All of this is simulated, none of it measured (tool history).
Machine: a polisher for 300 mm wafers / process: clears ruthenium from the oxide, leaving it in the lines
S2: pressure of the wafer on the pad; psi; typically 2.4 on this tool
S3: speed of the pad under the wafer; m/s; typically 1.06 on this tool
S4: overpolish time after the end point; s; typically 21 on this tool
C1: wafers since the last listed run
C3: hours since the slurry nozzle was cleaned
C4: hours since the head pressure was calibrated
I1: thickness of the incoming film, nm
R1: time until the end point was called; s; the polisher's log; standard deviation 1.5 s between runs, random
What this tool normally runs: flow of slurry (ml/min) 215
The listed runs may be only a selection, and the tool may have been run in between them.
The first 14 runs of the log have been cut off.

{"run": 15, "hour": 369.4, "flow of slurry (ml/min)": 255, "S2": 2.4, "S3": 1.06, "S4": 21, "C1": 160, "wafers polished on this pad": 576, "C3": 117, "C4": 54.7, "I1": 186, "R1": 165.9}
{"run": 16, "hour": 405.1, "flow of slurry (ml/min)": 215, "S2": 2.4, "S3": 1.06, "S4": 21, "C1": 192, "wafers polished on this pad": 769, "C3": 152.7, "C4": 90.4, "I1": 187.8, "R1": 164.3}
{"hour": 428.3, "done": "worn pad replaced by a new one"}
{"run": 17, "hour": 436.1, "flow of slurry (ml/min)": 215, "S2": 2.4, "S3": 1.06, "S4": 21, "C1": 145, "wafers polished on this pad": 42, "C3": 183.7, "C4": 121.4, "I1": 185.8, "R1": 163.2}
{"run": 18, "hour": 453.1, "flow of slurry (ml/min)": 215, "S2": 2.9, "S3": 1.24, "S4": 10, "C1": 91, "wafers polished on this pad": 133, "C3": 200.7, "C4": 138.4, "I1": 186.4, "R1": 115.5}
{"run": 19, "hour": 472.1, "flow of slurry (ml/min)": 215, "S2": 2.4, "S3": 0.78, "S4": 16, "C1": 102, "wafers polished on this pad": 236, "C3": 219.7, "C4": 157.4, "I1": 184.7, "R1": 221.4}
{"run": 20, "hour": 487.6, "flow of slurry (ml/min)": 215, "S2": 2.4, "S3": 1.06, "S4": 21, "C1": 83, "wafers polished on this pad": 320, "C3": 235.2, "C4": 172.9, "I1": 184.6, "R1": 162.1}
{"run": 21, "hour": 507.3, "flow of slurry (ml/min)": 250, "S2": 1.9, "S3": 1.06, "S4": 14, "C1": 106, "wafers polished on this pad": 426, "C3": 254.9, "C4": 192.6, "I1": 184.2, "R1": 202.1}
{"run": 22, "hour": 528.2, "flow of slurry (ml/min)": 215, "S2": 2.4, "S3": 1.06, "S4": 21, "C1": 112, "wafers polished on this pad": 539, "C3": 275.8, "C4": 213.5, "I1": 186.8, "R1": 164.3}
{"run": 23, "hour": 543.8, "flow of slurry (ml/min)": 215, "S2": 2.7, "S3": 0.8, "S4": 21, "C1": 84, "wafers polished on this pad": 624, "C3": 291.4, "C4": 229.1, "I1": 186.4, "R1": 190.4}
{"run": 24, "hour": 556.5, "flow of slurry (ml/min)": 165, "S2": 2.4, "S3": 1.06, "S4": 27, "C1": 68, "wafers polished on this pad": 692, "C3": 304.1, "C4": 241.8, "I1": 182.2, "R1": 161.3}
{"run": 25, "hour": 590.3, "flow of slurry (ml/min)": 215, "S2": 2.4, "S3": 1.06, "S4": 21, "C1": 182, "wafers polished on this pad": 875, "C3": 337.9, "C4": 275.6, "I1": 185.3, "R1": 160.8}
{"hour": 620.0, "done": "worn pad replaced by a new one"}
{"run": 26, "hour": 626.0, "flow of slurry (ml/min)": 215, "S2": 2.7, "S3": 1.06, "S4": 31, "C1": 171, "wafers polished on this pad": 32, "C3": 373.6, "C4": 311.3, "I1": 182.8, "R1": 140.3}
{"run": 27, "hour": 654.7, "flow of slurry (ml/min)": 215, "S2": 2.4, "S3": 1.06, "S4": 17, "C1": 155, "wafers polished on this pad": 187, "C3": 402.3, "C4": 340, "I1": 184.8, "R1": 158.6}
{"run": 28, "hour": 672.9, "flow of slurry (ml/min)": 175, "S2": 2.7, "S3": 1.06, "S4": 21, "C1": 98, "wafers polished on this pad": 285, "C3": 420.5, "C4": 358.2, "I1": 183.5, "R1": 143.5}
{"run": 29, "hour": 702.6, "flow of slurry (ml/min)": 145, "S2": 2.1, "S3": 1.16, "S4": 28, "C1": 160, "wafers polished on this pad": 446, "C3": 450.2, "C4": 387.9, "I1": 185, "R1": 169.7}

Run 30, settings as shown, results not yet in. Your forecast:
{"run": 30, "hour": 729.8, "flow of slurry (ml/min)": 215, "S2": 2.1, "S3": 1.18, "S4": 25, "C1": 146, "wafers polished on this pad": 593, "C3": 477.4, "C4": 415.1, "I1": 186.2, "R1": "?"}

{"run 30": {"R1": 160.9}}
If the tool had no hidden condition, the same run with the same run-to-run variation would have returned R1 168 s.
